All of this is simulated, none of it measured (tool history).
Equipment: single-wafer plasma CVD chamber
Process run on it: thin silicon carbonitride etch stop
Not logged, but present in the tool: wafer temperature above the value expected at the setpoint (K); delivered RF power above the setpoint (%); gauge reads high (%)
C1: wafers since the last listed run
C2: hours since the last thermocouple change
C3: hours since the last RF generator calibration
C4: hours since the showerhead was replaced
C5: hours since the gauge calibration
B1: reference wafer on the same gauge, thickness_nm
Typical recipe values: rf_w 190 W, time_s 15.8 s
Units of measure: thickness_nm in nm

{"run": 1, "hour": 0.0, "rf_w": 190, "time_s": 15.8, "C1": 0, "C2": 1164.6, "C3": 293.3, "C4": 4282.2, "C5": 371.1, "B1": 8.069, "thickness_nm": 8.675}
{"run": 2, "hour": 32.9, "rf_w": 190, "time_s": 15.8, "C1": 1197, "C2": 1197.5, "C3": 326.2, "C4": 4315.1, "C5": 404.0, "B1": 8.072, "thickness_nm": 8.66}
{"run": 3, "hour": 50.4, "rf_w": 190, "time_s": 15.8, "C1": 637, "C2": 1215.0, "C3": 343.7, "C4": 4332.6, "C5": 421.5, "B1": 8.066, "thickness_nm": 8.687}
{"run": 4, "hour": 65.6, "rf_w": 190, "time_s": 16.6, "C1": 553, "C2": 1230.2, "C3": 358.9, "C4": 4347.8, "C5": 436.7, "B1": 8.068, "thickness_nm": 9.104}
{"run": 5, "hour": 85.4, "rf_w": 190, "time_s": 15.8, "C1": 720, "C2": 1250.0, "C3": 378.7, "C4": 4367.6, "C5": 456.5, "B1": 8.07, "thickness_nm": 8.672}
{"run": 6, "hour": 98.0, "rf_w": 190, "time_s": 15.8, "C1": 458, "C2": 1262.6, "C3": 391.3, "C4": 4380.2, "C5": 469.1, "B1": 8.066, "thickness_nm": 8.654}
{"run": 7, "hour": 130.7, "rf_w": 190, "time_s": 15.8, "C1": 1190, "C2": 1295.3, "C3": 424.0, "C4": 4412.9, "C5": 501.8, "B1": 8.064, "thickness_nm": 8.661}
{"run": 8, "hour": 144.1, "rf_w": 190, "time_s": 15.8, "C1": 487, "C2": 1308.7, "C3": 437.4, "C4": 4426.3, "C5": 515.2, "B1": 8.073, "thickness_nm": 8.68}
{"run": 9, "hour": 162.2, "rf_w": 190, "time_s": 15.8, "C1": 659, "C2": 1326.8, "C3": 455.5, "C4": 4444.4, "C5": 533.3, "B1": 8.068, "thickness_nm": 8.671}
{"run": 10, "hour": 180.1, "rf_w": 190, "time_s": 15.8, "C1": 651, "C2": 1344.7, "C3": 473.4, "C4": 4462.3, "C5": 551.2, "B1": 8.07, "thickness_nm": 8.665}
{"run": 11, "hour": 201.5, "rf_w": 190, "time_s": 17.5, "C1": 779, "C2": 1366.1, "C3": 494.8, "C4": 4483.7, "C5": 572.6, "B1": 8.075, "thickness_nm": 9.577}
{"run": 12, "hour": 233.1, "rf_w": 190, "time_s": 15.8, "C1": 1150, "C2": 1397.7, "C3": 526.4, "C4": 4515.3, "C5": 604.2, "B1": 8.073, "thickness_nm": 8.665}
{"run": 13, "hour": 334.7, "rf_w": 200, "time_s": 15.8, "C1": 3699, "C2": 1499.3, "C3": 628.0, "C4": 4616.9, "C5": 705.8, "B1": 8.068, "thickness_nm": 8.798}
{"run": 14, "hour": 360.8, "rf_w": 200, "time_s": 15.8, "C1": 950, "C2": 1525.4, "C3": 654.1, "C4": 4643.0, "C5": 731.9, "B1": 8.07, "thickness_nm": 8.786}
{"hour": 369.8, "done": "showerhead replaced"}
{"run": 15, "hour": 388.3, "rf_w": 200, "time_s": 15.8, "C1": 710, "C2": 1552.9, "C3": 681.6, "C4": 18.5, "C5": 759.4, "B1": 8.068, "thickness_nm": 8.787}
{"hour": 402.1, "done": "gauge calibrated"}
{"run": 16, "hour": 415.1, "rf_w": 190, "time_s": 13.8, "C1": 975, "C2": 1579.7, "C3": 708.4, "C4": 45.3, "C5": 13.0, "B1": 8.07, "thickness_nm": 7.551}
{"run": 17, "hour": 432.5, "rf_w": 190, "time_s": 13.8, "C1": 633, "C2": 1597.1, "C3": 725.8, "C4": 62.7, "C5": 30.4, "B1": 8.07, "thickness_nm": 7.549}
{"run": 18, "hour": 468.4, "rf_w": 225, "time_s": 15.8, "C1": 1307, "C2": 1633.0, "C3": 761.7, "C4": 98.6, "C5": 66.3, "B1": 8.067, "thickness_nm": 9.136}
{"hour": 551.5, "done": "RF generator calibrated"}
{"run": 19, "hour": 552.0, "rf_w": 170, "time_s": 13.0, "C1": 2752, "C2": 1716.6, "C3": 0.5, "C4": 182.2, "C5": 149.9, "B1": 8.069, "thickness_nm": 6.899}
{"run": 20, "hour": 584.6, "rf_w": 225, "time_s": 14.9, "C1": 1187, "C2": 1749.2, "C3": 33.1, "C4": 214.8, "C5": 182.5, "B1": 8.067, "thickness_nm": 8.669}
{"run": 21, "hour": 608.1, "rf_w": 165, "time_s": 13.5, "C1": 855, "C2": 1772.7, "C3": 56.6, "C4": 238.3, "C5": 206.0, "B1": 8.069, "thickness_nm": 7.108}
{"run": 22, "hour": 641.8, "rf_w": 160, "time_s": 14.5, "C1": 1227, "C2": 1806.4, "C3": 90.3, "C4": 272.0, "C5": 239.7, "B1": 8.069, "thickness_nm": 7.538}
{"run": 23, "hour": 659.7, "rf_w": 170, "time_s": 13.9, "C1": 651, "C2": 1824.3, "C3": 108.2, "C4": 289.9, "C5": 257.6, "B1": 8.07, "thickness_nm": 7.366}
{"run": 24, "hour": 676.2, "rf_w": 160, "time_s": 13.0, "C1": 600, "C2": 1840.8, "C3": 124.7, "C4": 306.4, "C5": 274.1, "B1": 8.068, "thickness_nm": 6.764}
{"run": 25, "hour": 709.6, "rf_w": 220, "time_s": 15.8, "C1": 1216, "C2": 1874.2, "C3": 158.1, "C4": 339.8, "C5": 307.5, "B1": 8.066, "thickness_nm": 9.093}
{"hour": 739.5, "done": "thermocouple changed; heater temperature recalibrated"}
{"run": 26, "hour": 740.0, "rf_w": 210, "time_s": 16.9, "C1": 815, "C2": 0.5, "C3": 188.5, "C4": 370.2, "C5": 337.9, "B1": 8.065, "thickness_nm": 9.605}
{"run": 27, "hour": 775.5, "rf_w": 180, "time_s": 15.8, "C1": 1292, "C2": 36.0, "C3": 224.0, "C4": 405.7, "C5": 373.4, "B1": 8.071, "thickness_nm": 8.53}
{"run": 28, "hour": 795.6, "rf_w": 190, "time_s": 15.8, "C1": 731, "C2": 56.1, "C3": 244.1, "C4": 425.8, "C5": 393.5, "B1": 8.072, "thickness_nm": 8.673}
{"run": 29, "hour": 830.3, "rf_w": 210, "time_s": 14.6, "C1": 1263, "C2": 90.8, "C3": 278.8, "C4": 460.5, "C5": 428.2, "B1": 8.069, "thickness_nm": 8.303}
{"run": 30, "hour": 850.7, "rf_w": 190, "time_s": 15.8, "C1": 742, "C2": 111.2, "C3": 299.2, "C4": 480.9, "C5": 448.6, "B1": 8.066, "thickness_nm": 8.663}
{"run": 31, "hour": 879.1, "rf_w": 170, "time_s": 17.2, "C1": 1034, "C2": 139.6, "C3": 327.6, "C4": 509.3, "C5": 477.0, "B1": 8.067, "thickness_nm": 9.105}
{"run": 32, "hour": 899.8, "rf_w": 190, "time_s": 15.8, "C1": 753, "C2": 160.3, "C3": 348.3, "C4": 530.0, "C5": 497.7, "B1": 8.068, "thickness_nm": 8.677}
{"run": 33, "hour": 921.6, "rf_w": 175, "time_s": 14.7, "C1": 793, "C2": 182.1, "C3": 370.1, "C4": 551.8, "C5": 519.5, "B1": 8.078, "thickness_nm": 7.833}
{"run": 34, "hour": 953.3, "rf_w": 215, "time_s": 14.2, "C1": 1154, "C2": 213.8, "C3": 401.8, "C4": 583.5, "C5": 551.2, "B1": 8.069, "thickness_nm": 8.1}

3 options for the next run, each taken on its own from the tool as it stands now. Forecast them:
{"run": "A", "hour": 953.7, "rf_w": 190, "time_s": 15.8, "C1": 14, "C2": 214.2, "C3": 402.2, "C4": 583.9, "C5": 551.6, "B1": "?", "thickness_nm": "?"}
{"run": "B", "hour": 953.7, "rf_w": 200, "time_s": 17.7, "C1": 14, "C2": 214.2, "C3": 402.2, "C4": 583.9, "C5": 551.6, "B1": "?", "thickness_nm": "?"}
{"run": "C", "hour": 953.7, "rf_w": 190, "time_s": 17.9, "C1": 14, "C2": 214.2, "C3": 402.2, "C4": 583.9, "C5": 551.6, "B1": "?", "thickness_nm": "?"}

run=A B1=8.069 thickness_nm=8.687
run=B B1=8.069 thickness_nm=9.897
run=C B1=8.069 thickness_nm=9.841
Take away the tool's hidden state, keep each run's random variation, and the runs would have read:
run=A thickness_nm=8.720
run=B thickness_nm=9.935
run=C thickness_nm=9.879
